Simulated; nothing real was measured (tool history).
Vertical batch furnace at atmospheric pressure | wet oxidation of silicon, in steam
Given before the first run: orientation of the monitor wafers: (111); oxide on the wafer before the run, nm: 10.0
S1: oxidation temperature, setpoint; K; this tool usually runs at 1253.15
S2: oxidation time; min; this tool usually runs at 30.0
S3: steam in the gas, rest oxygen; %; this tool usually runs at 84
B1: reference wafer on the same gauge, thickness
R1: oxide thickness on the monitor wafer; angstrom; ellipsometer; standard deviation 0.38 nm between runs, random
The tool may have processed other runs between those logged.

run	hour	S1	S2	S3	B1	R1
1	0.0	1253.15	30.0	84	273.25	2506.5
2	16.5	1261.15	30.0	89	272.97	2760.2
3	32.1	1261.15	30.0	89	272.94	2761.1
4	42.1	1253.15	21.0	84	272.97	1957.3
5	57.8	1253.15	21.0	84	272.99	1952.1
# hour 87.7: thermocouples replaced and temperature profile calibrated
6	88.2	1253.15	21.0	84	273.16	1955.6
7	92.9	1234.15	30.0	84	273.13	2152.9
8	103.7	1234.15	30.0	84	273.02	2159.5
9	119.2	1274.15	30.0	84	272.79	2898.8
10	129.3	1245.15	30.0	89	272.95	2452.8
11	148.7	1240.15	16.5	75	272.97	1345.7
# hour 181.7: steam generator serviced
12	182.2	1270.15	18.5	79	273.04	1962.4
13	186.9	1230.15	39.0	75	272.83	2318.1
# hour 193.3: gauge calibrated
14	198.4	1263.15	17.0	92	273.09	1949.0
15	214.7	1253.15	30.0	84	273.10	2503.6
16	222.8	1253.15	30.0	84	273.16	2512.6
17	242.0	1253.15	41.0	84	272.98	3097.3

Predict each of these 5 candidate next runs independently; none follows another, all start after run 17:
A	246.7	1253.15	30.0	84	?	?
B	246.7	1235.15	16.0	72	?	?
C	246.7	1253.15	43.0	84	?	?
D	246.7	1264.15	30.0	72	?	?
E	246.7	1253.15	30.0	74	?	?

run	B1	R1
A	272.82	2503.0
B	272.82	1215.0
C	272.82	3191.9
D	272.82	2444.0
E	272.82	2293.1
The same runs, with their run-to-run variation unchanged, on a tool lacking any hidden condition would have given:
run	R1
A	2503.0
B	1215.0
C	3191.9
D	2444.0
E	2293.1
